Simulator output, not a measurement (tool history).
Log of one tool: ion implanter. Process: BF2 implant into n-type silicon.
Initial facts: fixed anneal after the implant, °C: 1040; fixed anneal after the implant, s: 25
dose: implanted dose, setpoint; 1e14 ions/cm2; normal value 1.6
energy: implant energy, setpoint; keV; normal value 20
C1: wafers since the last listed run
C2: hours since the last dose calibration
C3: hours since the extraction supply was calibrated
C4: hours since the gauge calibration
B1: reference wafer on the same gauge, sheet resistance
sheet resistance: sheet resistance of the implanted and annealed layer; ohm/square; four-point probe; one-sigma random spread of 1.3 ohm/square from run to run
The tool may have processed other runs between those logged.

{"run": 1, "hour": 0.0, "dose": 1.6, "energy": 20, "C1": 0, "C2": 2348.4, "C3": 3272.6, "C4": 226.7, "B1": 739.16, "sheet resistance": 704.9}
{"run": 2, "hour": 23.6, "dose": 1.6, "energy": 20, "C1": 362, "C2": 2372, "C3": 3296.2, "C4": 250.3, "B1": 739.24, "sheet resistance": 707.7}
{"run": 3, "hour": 43.9, "dose": 1.6, "energy": 20, "C1": 311, "C2": 2392.3, "C3": 3316.5, "C4": 270.6, "B1": 739.49, "sheet resistance": 709.18}
{"run": 4, "hour": 58.7, "dose": 1.6, "energy": 20, "C1": 227, "C2": 2407.1, "C3": 3331.3, "C4": 285.4, "B1": 739.35, "sheet resistance": 708.63}
{"run": 5, "hour": 78.9, "dose": 1.6, "energy": 20, "C1": 309, "C2": 2427.3, "C3": 3351.5, "C4": 305.6, "B1": 739.11, "sheet resistance": 710.21}
{"run": 6, "hour": 92.7, "dose": 1.6, "energy": 20, "C1": 211, "C2": 2441.1, "C3": 3365.3, "C4": 319.4, "B1": 738.77, "sheet resistance": 712.45}
{"run": 7, "hour": 124.8, "dose": 1.6, "energy": 20, "C1": 492, "C2": 2473.2, "C3": 3397.4, "C4": 351.5, "B1": 738.39, "sheet resistance": 708.73}
{"hour": 154.3, "done": "gauge calibrated"}
{"run": 8, "hour": 155.5, "dose": 1.6, "energy": 20, "C1": 470, "C2": 2503.9, "C3": 3428.1, "C4": 1.2, "B1": 738.88, "sheet resistance": 713.37}
{"hour": 185.3, "done": "Faraday cup replaced and dose calibrated"}
{"run": 9, "hour": 185.8, "dose": 1.6, "energy": 20, "C1": 342, "C2": 0.5, "C3": 3458.4, "C4": 31.5, "B1": 739.37, "sheet resistance": 677.8}
{"run": 10, "hour": 211.9, "dose": 1.6, "energy": 20, "C1": 400, "C2": 26.6, "C3": 3484.5, "C4": 57.6, "B1": 738.68, "sheet resistance": 678.73}
{"run": 11, "hour": 247.4, "dose": 1.6, "energy": 24.5, "C1": 544, "C2": 62.1, "C3": 3520, "C4": 93.1, "B1": 739.48, "sheet resistance": 663.23}
{"run": 12, "hour": 282.9, "dose": 2.08, "energy": 26, "C1": 544, "C2": 97.6, "C3": 3555.5, "C4": 128.6, "B1": 739.05, "sheet resistance": 529.54}
{"run": 13, "hour": 305.8, "dose": 1.6, "energy": 20, "C1": 351, "C2": 120.5, "C3": 3578.4, "C4": 151.5, "B1": 738.62, "sheet resistance": 681.14}
{"run": 14, "hour": 340.6, "dose": 1.6, "energy": 20, "C1": 533, "C2": 155.3, "C3": 3613.2, "C4": 186.3, "B1": 738.74, "sheet resistance": 680.44}
{"run": 15, "hour": 358.0, "dose": 1.13, "energy": 13, "C1": 266, "C2": 172.7, "C3": 3630.6, "C4": 203.7, "B1": 739.11, "sheet resistance": 955.48}
{"hour": 366.7, "done": "extraction supply calibrated"}
{"run": 16, "hour": 462.9, "dose": 1.19, "energy": 20, "C1": 1486, "C2": 277.6, "C3": 96.2, "C4": 308.6, "B1": 739.13, "sheet resistance": 871.06}
{"run": 17, "hour": 484.2, "dose": 1.21, "energy": 20, "C1": 326, "C2": 298.9, "C3": 117.5, "C4": 329.9, "B1": 739, "sheet resistance": 860.28}
{"run": 18, "hour": 500.5, "dose": 2.05, "energy": 15, "C1": 250, "C2": 315.2, "C3": 133.8, "C4": 346.2, "B1": 738.72, "sheet resistance": 566.92}

Selected run-to-run steps in sheet resistance, each split into two signed amounts: the part the tool would show with no hidden state at all (from settings, incoming material and random variation), and the remainder, which goes to the hidden state together with any gauge scatter not common to the measured and the hidden-state-free results:
The hidden state here: deviation of the true dose from the Faraday cup's reading, %; deviation of the true energy from its setpoint, %; gauge reads high (%).
Run 8 -> 9: Faraday cup replaced and dose calibrated. sheet resistance -35.57 ohm/square: hidden state -33.1, all else -2.47.
Run 17 -> 18: dose 1.21 -> 2.05, energy 20 -> 15. sheet resistance -293.36 ohm/square: hidden state -2.22, all else -291.14.
